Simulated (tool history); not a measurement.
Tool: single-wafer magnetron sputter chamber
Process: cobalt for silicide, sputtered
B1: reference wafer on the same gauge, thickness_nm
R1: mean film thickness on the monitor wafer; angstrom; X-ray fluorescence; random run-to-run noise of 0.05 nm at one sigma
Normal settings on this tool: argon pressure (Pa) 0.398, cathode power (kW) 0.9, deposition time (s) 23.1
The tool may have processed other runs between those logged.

{"run": 1, "hour": 0.0, "argon pressure (Pa)": 0.398, "cathode power (kW)": 0.9, "deposition time (s)": 20.1, "B1": 11.592, "R1": 94.08}
{"run": 2, "hour": 37.8, "argon pressure (Pa)": 0.398, "cathode power (kW)": 0.9, "deposition time (s)": 20.1, "B1": 11.626, "R1": 93.9}
{"hour": 91.7, "done": "sputter target and shields replaced"}
{"run": 3, "hour": 101.9, "argon pressure (Pa)": 0.398, "cathode power (kW)": 0.9, "deposition time (s)": 20.1, "B1": 11.607, "R1": 95.56}
{"run": 4, "hour": 302.3, "argon pressure (Pa)": 0.398, "cathode power (kW)": 0.9, "deposition time (s)": 25.1, "B1": 11.608, "R1": 116.99}
{"run": 5, "hour": 368.6, "argon pressure (Pa)": 0.398, "cathode power (kW)": 0.9, "deposition time (s)": 25.1, "B1": 11.59, "R1": 116.74}
{"hour": 399.9, "done": "sputter target and shields replaced"}
{"run": 6, "hour": 425.7, "argon pressure (Pa)": 0.398, "cathode power (kW)": 0.9, "deposition time (s)": 25.1, "B1": 11.586, "R1": 114.71}
{"hour": 466.3, "done": "capacitance manometer re-zeroed and calibrated"}
{"run": 7, "hour": 481.7, "argon pressure (Pa)": 0.398, "cathode power (kW)": 0.9, "deposition time (s)": 23.1, "B1": 11.594, "R1": 104.76}
{"run": 8, "hour": 540.4, "argon pressure (Pa)": 0.398, "cathode power (kW)": 0.9, "deposition time (s)": 23.1, "B1": 11.591, "R1": 103.73}
{"run": 9, "hour": 583.7, "argon pressure (Pa)": 0.398, "cathode power (kW)": 0.9, "deposition time (s)": 23.1, "B1": 11.62, "R1": 104.17}
{"run": 10, "hour": 629.1, "argon pressure (Pa)": 0.398, "cathode power (kW)": 0.9, "deposition time (s)": 23.1, "B1": 11.587, "R1": 104.08}
{"hour": 641.9, "done": "sputter target and shields replaced, repeated, since the last time left the tool worse"}
{"run": 11, "hour": 685.4, "argon pressure (Pa)": 0.556, "cathode power (kW)": 0.8, "deposition time (s)": 25.9, "B1": 11.595, "R1": 105.79}
{"hour": 702.4, "done": "gauge calibrated"}
{"run": 12, "hour": 712.9, "argon pressure (Pa)": 0.398, "cathode power (kW)": 0.8, "deposition time (s)": 23.1, "B1": 11.612, "R1": 97.27}
{"run": 13, "hour": 762.3, "argon pressure (Pa)": 0.398, "cathode power (kW)": 0.9, "deposition time (s)": 23.1, "B1": 11.585, "R1": 108.35}
{"hour": 789.4, "done": "magnet pack replaced"}
{"run": 14, "hour": 825.5, "argon pressure (Pa)": 0.293, "cathode power (kW)": 0.9, "deposition time (s)": 27, "B1": 11.589, "R1": 130.37}
{"run": 15, "hour": 872.4, "argon pressure (Pa)": 0.398, "cathode power (kW)": 0.9, "deposition time (s)": 19.3, "B1": 11.587, "R1": 90.31}
{"hour": 916.9, "done": "sputter target and shields replaced"}
{"run": 16, "hour": 942.4, "argon pressure (Pa)": 0.488, "cathode power (kW)": 0.9, "deposition time (s)": 26.9, "B1": 11.603, "R1": 125.05}
{"run": 17, "hour": 970.1, "argon pressure (Pa)": 0.398, "cathode power (kW)": 0.9, "deposition time (s)": 21.4, "B1": 11.6, "R1": 101.11}
{"run": 18, "hour": 1021.4, "argon pressure (Pa)": 0.334, "cathode power (kW)": 1.1, "deposition time (s)": 23.1, "B1": 11.588, "R1": 135.03}
{"run": 19, "hour": 1082.0, "argon pressure (Pa)": 0.533, "cathode power (kW)": 1, "deposition time (s)": 25.3, "B1": 11.579, "R1": 128.49}
{"run": 20, "hour": 1132.3, "argon pressure (Pa)": 0.398, "cathode power (kW)": 0.9, "deposition time (s)": 23.1, "B1": 11.608, "R1": 107.94}
{"run": 21, "hour": 1175.9, "argon pressure (Pa)": 0.398, "cathode power (kW)": 0.9, "deposition time (s)": 20.1, "B1": 11.61, "R1": 94.08}

Below are 5 alternative next runs, each starting from the tool's condition after run 21. Predict each:
{"run": "A", "hour": 1176.3, "argon pressure (Pa)": 0.292, "cathode power (kW)": 0.9, "deposition time (s)": 23.1, "B1": "?", "R1": "?"}
{"run": "B", "hour": 1176.3, "argon pressure (Pa)": 0.398, "cathode power (kW)": 0.9, "deposition time (s)": 26.2, "B1": "?", "R1": "?"}
{"run": "C", "hour": 1176.3, "argon pressure (Pa)": 0.294, "cathode power (kW)": 0.95, "deposition time (s)": 26.8, "B1": "?", "R1": "?"}
{"run": "D", "hour": 1176.3, "argon pressure (Pa)": 0.508, "cathode power (kW)": 0.75, "deposition time (s)": 21, "B1": "?", "R1": "?"}
{"run": "E", "hour": 1176.3, "argon pressure (Pa)": 0.252, "cathode power (kW)": 1, "deposition time (s)": 24.8, "B1": "?", "R1": "?"}

run=A B1=11.59 R1=111.63
run=B B1=11.59 R1=123.68
run=C B1=11.59 R1=136.64
run=D B1=11.59 R1=80.65
run=E B1=11.59 R1=134.34
Without the tool's unlogged condition, the same runs would have read:
run=A R1=114.2
run=B R1=126.54
run=C R1=139.79
run=D R1=82.51
run=E R1=137.44
